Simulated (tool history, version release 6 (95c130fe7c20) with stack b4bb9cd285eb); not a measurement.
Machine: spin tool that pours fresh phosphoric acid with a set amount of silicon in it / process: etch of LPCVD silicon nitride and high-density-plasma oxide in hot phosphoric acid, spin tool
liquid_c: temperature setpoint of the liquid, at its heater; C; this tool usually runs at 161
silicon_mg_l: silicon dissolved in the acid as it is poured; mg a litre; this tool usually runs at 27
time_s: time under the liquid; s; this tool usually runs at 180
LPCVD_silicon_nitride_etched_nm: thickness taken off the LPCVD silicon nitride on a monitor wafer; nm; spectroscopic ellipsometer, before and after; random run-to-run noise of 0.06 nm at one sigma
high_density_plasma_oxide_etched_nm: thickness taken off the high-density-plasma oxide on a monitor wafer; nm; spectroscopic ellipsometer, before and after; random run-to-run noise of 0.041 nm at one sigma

run	day	liquid_c	silicon_mg_l	time_s	wafers since the last listed run	hours since the thermometer was replaced	hours since the dissolved silicon flow meter was replaced	hours since the heated supply line was repaired	hours since the gauge calibration	read-back film thickness of the LPCVD silicon nitride reference wafer, read on the same gauge (nm)	read-back film thickness of the high-density-plasma oxide reference wafer, read on the same gauge (nm)	LPCVD_silicon_nitride_etched_nm	high_density_plasma_oxide_etched_nm
1	0	161	27	180	0	1966.5	437.7	742.7	4226.7	130	89.97	16.13	0.388
# day 0.442: gauge calibrated
2	3.275	161	27	180	431	2045.1	516.3	821.3	68	130.02	89.978	16.28	0.31
3	7.183	163.5	11	125	514	2138.9	610.1	915.1	161.8	130.04	90.068	12.26	0.498
4	11.6	159.5	27	180	581	2244.9	716.1	1021.1	267.8	130	89.976	15.48	0.27
5	15.208	161	27	180	475	2331.5	802.7	1107.7	354.4	130.03	90.042	16.22	0.333
# day 17.317: heated supply line repaired
6	18.925	164	19	180	484	2420.7	891.9	38.6	443.6	130	90.007	18	0.585
7	21.017	158.5	27	220	275	2470.9	942.1	88.8	493.8	130.01	89.977	18.28	0.237
# day 21.396: dissolved silicon flow meter replaced
# day 22.225: thermometer replaced
8	22.967	159.5	27	100	245	17.8	37.7	135.6	540.6	130	89.957	8.43	0.129
9	25.042	161	27	180	273	67.6	87.5	185.4	590.4	130	89.988	15.94	0.338
10	28.488	158.5	19	180	453	150.3	170.2	268.1	673.1	130	90.006	14.55	0.305
11	31.892	161	19	180	448	232	251.9	349.8	754.8	130	90.024	15.95	0.379
12	36.354	159	9	245	587	339.1	359	456.9	861.9	130	89.996	20.34	0.635
13	38.379	162	41.5	115	266	387.7	407.6	505.5	910.5	130.01	89.984	10.55	0.08
14	42.404	158	45.5	150	530	484.3	504.2	602.1	1007.1	130	90.028	12.03	0.085
15	47.008	160	14.5	180	606	594.8	614.7	712.6	1117.6	130.01	90.064	15.41	0.511
16	50.904	158.5	10.5	210	513	688.3	708.2	806.1	1211.1	129.99	90.033	17.2	0.446
# day 54.533: dissolved silicon flow meter replaced
17	54.733	159	39.5	120	498	780.2	4.8	898	1303	130.01	89.995	10.01	0.079
18	57.738	159.5	38	180	395	852.3	76.9	970.1	1375.1	130.01	89.992	15.26	0.211
19	59.712	161	20.5	180	260	899.7	124.3	1017.5	1422.5	130	90.014	16.11	0.436
20	63.512	161	27	180	500	990.9	215.5	1108.7	1513.7	130	90.001	16	0.258

For each entry between runs, how does the tool's hidden state at the last listed run before it compare with that at the first listed run after it?
Runs 1 to 2: gauge calibrated (day 0.442)
  liquid hotter than its thermometer reads (K): 0.63 -> 0.654
  difference, measured minus the result without the unlogged condition, LPCVD_silicon_nitride_etched_nm: +0.33 -> +0.35 nm
Runs 5 to 6: heated supply line repaired (day 17.317)
  liquid hotter than its thermometer reads (K): 0.738 -> 0.765
  difference, measured minus the result without the unlogged condition, LPCVD_silicon_nitride_etched_nm: +0.39 -> +0.45 nm
Runs 7 to 8: dissolved silicon flow meter replaced (day 21.396); thermometer replaced (day 22.225)
  liquid hotter than its thermometer reads (K): 0.779 -> 0.125
  difference, measured minus the result without the unlogged condition, LPCVD_silicon_nitride_etched_nm: +0.47 -> +0.04 nm
Runs 16 to 17: dissolved silicon flow meter replaced (day 54.533)
  liquid hotter than its thermometer reads (K): 0.323 -> 0.35
  difference, measured minus the result without the unlogged condition, LPCVD_silicon_nitride_etched_nm: +0.19 -> +0.11 nm
